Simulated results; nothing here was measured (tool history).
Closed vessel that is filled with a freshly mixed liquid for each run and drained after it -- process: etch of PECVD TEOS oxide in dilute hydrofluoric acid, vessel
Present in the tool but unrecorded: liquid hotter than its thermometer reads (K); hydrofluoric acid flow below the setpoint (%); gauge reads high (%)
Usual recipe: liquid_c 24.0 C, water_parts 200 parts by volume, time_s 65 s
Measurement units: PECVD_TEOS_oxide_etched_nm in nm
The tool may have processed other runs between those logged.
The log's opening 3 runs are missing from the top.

run,hour,liquid_c,water_parts,time_s,wafers since the last listed run,hours since the thermometer was replaced,hours since the hydrofluoric acid flow meter was replaced,hours since the gauge calibration,"read-back film thickness of the PECVD TEOS oxide reference wafer, read on the same gauge (nm)",PECVD_TEOS_oxide_etched_nm
4,171.0,27.0,200,65,6626,573.0,732.0,1643.5,80.04,9.09
# hour 208.6: hydrofluoric acid flow meter replaced
5,239.4,24.0,170,65,8507,641.4,30.8,1711.9,80.02,10.24
6,290.5,24.0,170,65,6449,692.5,81.9,1763.0,79.97,10.14
# hour 322.4: thermometer replaced
7,346.1,24.0,170,65,6891,23.7,137.5,1818.6,79.98,10.13
8,409.0,24.0,200,65,7939,86.6,200.4,1881.5,79.96,8.33
9,485.7,24.0,280,65,9681,163.3,277.1,1958.2,80.02,5.47
10,560.7,26.0,200,65,9466,238.3,352.1,2033.2,79.99,8.89
11,655.1,26.0,200,65,11915,332.7,446.5,2127.6,80.02,8.86
12,719.6,26.0,200,65,8141,397.2,511.0,2192.1,80.00,8.75
13,758.0,24.0,200,65,4846,435.6,549.4,2230.5,79.99,8.14
14,857.0,24.0,200,65,12496,534.6,648.4,2329.5,79.98,8.14
# hour 914.6: hydrofluoric acid flow meter replaced
15,943.4,22.5,140,40,10779,621.0,28.8,2415.9,79.98,7.42
16,987.4,24.0,200,65,5553,665.0,72.8,2459.9,80.00,8.40
# hour 999.5: thermometer replaced
# hour 1013.0: gauge calibrated
17,1025.5,20.0,240,65,4682,26.0,110.9,12.5,80.02,5.80
18,1130.2,28.5,275,40,13215,130.7,215.6,117.2,80.01,3.99
19,1226.7,22.5,230,65,12180,227.2,312.1,213.7,79.99,6.61
20,1293.2,24.0,200,55,8393,293.7,378.6,280.2,79.99,6.96
21,1386.8,24.0,200,65,11814,387.3,472.2,373.8,80.04,8.14
22,1489.6,21.5,295,105,12975,490.1,575.0,476.6,79.97,7.38
23,1536.9,24.0,200,65,5970,537.4,622.3,523.9,79.97,8.21
# hour 1551.3: hydrofluoric acid flow meter replaced
24,1587.3,27.5,135,30,6235,587.8,36.0,574.3,80.01,7.07
25,1761.4,28.5,275,80,21975,761.9,210.1,748.4,80.02,8.04
# hour 1806.8: thermometer replaced
26,1829.7,21.5,300,85,8494,22.9,278.4,816.7,80.03,5.95
27,1897.2,24.0,200,65,8520,90.4,345.9,884.2,79.99,8.30
28,1998.7,20.0,280,40,12811,191.9,447.4,985.7,79.98,2.91

Run 29 is up next; what results do you expect?
29,2091.8,24.0,200,65,11751,285.0,540.5,1078.8,?,?

read-back film thickness of the PECVD TEOS oxide reference wafer, read on the same gauge (nm): 80.03
PECVD_TEOS_oxide_etched_nm: 8.16 nm
Take away the tool's hidden state, keep the run-to-run variation as it was, and the same run would have given PECVD_TEOS_oxide_etched_nm 8.36 nm.
